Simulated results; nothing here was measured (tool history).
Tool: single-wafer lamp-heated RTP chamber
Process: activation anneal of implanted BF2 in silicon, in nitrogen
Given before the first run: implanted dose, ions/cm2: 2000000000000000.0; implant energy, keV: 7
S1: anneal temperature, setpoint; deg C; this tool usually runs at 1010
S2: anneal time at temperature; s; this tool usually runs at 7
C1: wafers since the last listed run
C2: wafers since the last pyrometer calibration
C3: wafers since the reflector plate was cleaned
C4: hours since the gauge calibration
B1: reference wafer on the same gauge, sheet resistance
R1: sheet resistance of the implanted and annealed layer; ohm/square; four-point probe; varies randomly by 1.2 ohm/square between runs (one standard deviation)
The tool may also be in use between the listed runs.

Run 1, hour 0: usual settings; C1 0; C2 543; C3 3701; C4 17.3; B1 284. Result: R1 282.3 ohm/square.
Run 2, hour 46.1: usual settings; C1 670; C2 1213; C3 4371; C4 63.4; B1 283.9. Result: R1 278.49 ohm/square.
Run 3, hour 55.1: usual settings; C1 130; C2 1344; C3 4502; C4 72.4; B1 284.2. Result: R1 275.6 ohm/square.
Run 4, hour 72.7: usual settings; C1 255; C2 1600; C3 4757; C4 90; B1 283.97. Result: R1 278.3 ohm/square.
Run 5, hour 79.6: usual settings; C1 100; C2 1700; C3 4858; C4 96.9; B1 284. Result: R1 278.5 ohm/square.
Run 6, hour 89.6: usual settings; C1 145; C2 1845; C3 5003; C4 106.9; B1 284.05. Result: R1 278.37 ohm/square.
Run 7, hour 102.1: usual settings; C1 181; C2 2027; C3 5185; C4 119.4; B1 283.93. Result: R1 278.12 ohm/square.
Run 8, hour 113.2: usual settings; C1 161; C2 2188; C3 5346; C4 130.5; B1 284.06. Result: R1 274.2 ohm/square.
Run 9, hour 123.1: usual settings; C1 143; C2 2332; C3 5490; C4 140.4; B1 284.09. Result: R1 275.99 ohm/square.
Run 10, hour 132: usual settings; C1 129; C2 2462; C3 5620; C4 149.3; B1 284.06. Result: R1 275.5 ohm/square.
At hour 142.5: pyrometer window cleaned and pyrometer calibrated.
Run 11, hour 149.4: usual settings; C1 136; C2 100; C3 5756; C4 166.7; B1 284.15. Result: R1 275.42 ohm/square.
Run 12, hour 165.1: usual settings but S1 1021 deg C, S2 8 s; C1 228; C2 328; C3 5984; C4 182.4; B1 283.82. Result: R1 235.99 ohm/square.
Run 13, hour 177.4: usual settings but S1 1029 deg C, S2 9 s; C1 178; C2 507; C3 6163; C4 194.7; B1 284.12. Result: R1 211.12 ohm/square.
Run 14, hour 194.2: usual settings but S1 1001 deg C, S2 10 s; C1 244; C2 751; C3 6407; C4 211.5; B1 284.1. Result: R1 274.27 ohm/square.
Run 15, hour 204.6: usual settings but S1 995 deg C, S2 10 s; C1 151; C2 903; C3 6559; C4 221.9; B1 284.27. Result: R1 286.78 ohm/square.
Run 16, hour 216.4: usual settings but S1 984 deg C, S2 9 s; C1 171; C2 1074; C3 6730; C4 233.7; B1 283.75. Result: R1 329.6 ohm/square.
Run 17, hour 228.1: usual settings; C1 170; C2 1244; C3 6900; C4 245.4; B1 284.07. Result: R1 269.64 ohm/square.
At hour 230.3: gauge calibrated.
At hour 249.6: reflector plate cleaned.
Run 18, hour 250.1: usual settings; C1 203; C2 1448; C3 7; C4 19.8; B1 284.22. Result: R1 288.19 ohm/square.
Run 19, hour 260.1: usual settings; C1 145; C2 1593; C3 153; C4 29.8; B1 284.02. Result: R1 292.69 ohm/square.
Run 20, hour 270.6: usual settings but S1 987 deg C, S2 3 s; C1 152; C2 1746; C3 305; C4 40.3; B1 284.09. Result: R1 404.34 ohm/square.
Run 21, hour 276.7: usual settings but S1 985 deg C, S2 8 s; C1 88; C2 1834; C3 394; C4 46.4; B1 283.86. Result: R1 355.46 ohm/square.
Run 22, hour 285.5: usual settings; C1 127; C2 1962; C3 522; C4 55.2; B1 283.97. Result: R1 288.08 ohm/square.
Run 23, hour 297.4: usual settings but S1 987 deg C, S2 5 s; C1 172; C2 2135; C3 695; C4 67.1; B1 283.9. Result: R1 374.94 ohm/square.
Run 24, hour 314.6: usual settings but S1 1000 deg C, S2 4 s; C1 250; C2 2385; C3 945; C4 84.3; B1 284.03. Result: R1 349.09 ohm/square.

3 options for the next run, each taken on its own from the tool as it stands now. Forecast them:
Run A, hour 315: usual settings; C1 5; C2 2391; C3 951; C4 84.7; B1 ?. Result: R1 ?.
Run B, hour 315: usual settings but S1 1024 deg C, S2 4 s; C1 5; C2 2391; C3 951; C4 84.7; B1 ?. Result: R1 ?.
Run C, hour 315: usual settings but S1 1033 deg C; C1 5; C2 2391; C3 951; C4 84.7; B1 ?. Result: R1 ?.

run      B1      R1
  A  284.05  287.22
  B  284.05  287.09
  C  284.05  228.75
The same runs, with their run-to-run variation unchanged, on a tool lacking any hidden condition would have given:
run      R1
  A  291.13
  B   290.6
  C  232.13
